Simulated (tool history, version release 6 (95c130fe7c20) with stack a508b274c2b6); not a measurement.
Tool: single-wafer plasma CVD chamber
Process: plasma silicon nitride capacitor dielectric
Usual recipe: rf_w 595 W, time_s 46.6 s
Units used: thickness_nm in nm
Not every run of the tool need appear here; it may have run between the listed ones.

run   hour  rf_w  time_s  wafers since the last listed run  hours since the last RF generator calibration  hours since the showerhead was replaced  hours since the gauge calibration  read-back reference wafer on the same gauge, thickness_nm  thickness_nm
  1      0   595    46.6                                 0                                         1655.4                                   4895.1                                561                                                     90.984         77.09
  2   21.9   595    46.6                               532                                         1677.3                                     4917                              582.9                                                     91.043        76.988
      37.3  -- gauge calibrated
  3   50.8   595    46.6                               702                                         1706.2                                   4945.9                               13.5                                                     90.963        76.915
  4     83   595    46.6                               782                                         1738.4                                   4978.1                               45.7                                                     91.011        77.161
  5    117   595    46.6                               826                                         1772.4                                   5012.1                               79.7                                                     90.992        76.875
  6  208.1   595    46.6                              2215                                         1863.5                                   5103.2                              170.8                                                         91        76.888
  7  225.9   595    46.6                               432                                         1881.3                                     5121                              188.6                                                     90.996        77.022
     255.7  -- showerhead replaced
  8  256.2   595    43.3                               542                                         1911.6                                      0.5                              218.9                                                      90.96        71.306
  9  283.5   595    43.3                               663                                         1938.9                                     27.8                              246.2                                                      91.03        71.374
 10  303.4   565    52.5                               483                                         1958.8                                     47.7                              266.1                                                      90.97        85.015
 11  326.4   565    52.5                               559                                         1981.8                                     70.7                              289.1                                                     91.003         85.02
 12  347.5   595    46.6                               513                                         2002.9                                     91.8                              310.2                                                     90.997        76.263
     377.5  -- RF generator calibrated
 13    378   595    46.6                               547                                            0.5                                    122.3                              340.7                                                     90.991         78.56
 14  385.2   555    53.1                               175                                            7.7                                    129.5                              347.9                                                     91.042        87.587
 15  403.3   595    46.6                               440                                           25.8                                    147.6                                366                                                     90.999        78.416
 16  434.5   650    53.8                               758                                             57                                    178.8                              397.2                                                      91.04        93.271
 17  453.1   505      42                               452                                           75.6                                    197.4                              415.8                                                     90.987        67.535
 18  477.8   595    43.3                               600                                          100.3                                    222.1                              440.5                                                     91.047        73.178
 19  497.3   595    41.1                               474                                          119.8                                    241.6                                460                                                      91.03        69.158
     543.3  -- gauge calibrated
 20  574.4   515    46.6                              1874                                          196.9                                    318.7                               31.1                                                     90.992        75.504
 21  604.8   650    46.6                               739                                          227.3                                    349.1                               61.5                                                     91.008        80.407
 22  628.4   710    38.7                               573                                          250.9                                    372.7                               85.1                                                     91.037        68.461
 23  656.4   595    46.6                               680                                          278.9                                    400.7                              113.1                                                     91.044         78.56
 24  690.3   595    46.6                               824                                          312.8                                    434.6                                147                                                     91.032        78.266
 25  706.9   530      42                               403                                          329.4                                    451.2                              163.6                                                     90.982        68.648
 26  729.8   595    46.6                               556                                          352.3                                    474.1                              186.5                                                      91.01        78.464

How the hidden state differs across the entries between the runs, from the last listed run before each to the first after it:
From run 2 to run 3: gauge calibrated (hour 37.3)
  delivered RF power above the setpoint (%): -6.72 -> -6.91
  the result without the hidden state subtracted from the measured one, thickness_nm: -1.479 -> -1.522 nm
From run 7 to run 8: showerhead replaced (hour 255.7)
  delivered RF power above the setpoint (%): -8.16 -> -8.39
  the result without the hidden state subtracted from the measured one, thickness_nm: -1.813 -> -1.727 nm
From run 12 to run 13: RF generator calibrated (hour 377.5)
  delivered RF power above the setpoint (%): -9.09 -> -0.107
  the result without the hidden state subtracted from the measured one, thickness_nm: -2.012 -> -0.024 nm
From run 19 to run 20: gauge calibrated (hour 543.3)
  delivered RF power above the setpoint (%): -0.136 -> -0.184
  the result without the hidden state subtracted from the measured one, thickness_nm: -0.026 -> -0.038 nm

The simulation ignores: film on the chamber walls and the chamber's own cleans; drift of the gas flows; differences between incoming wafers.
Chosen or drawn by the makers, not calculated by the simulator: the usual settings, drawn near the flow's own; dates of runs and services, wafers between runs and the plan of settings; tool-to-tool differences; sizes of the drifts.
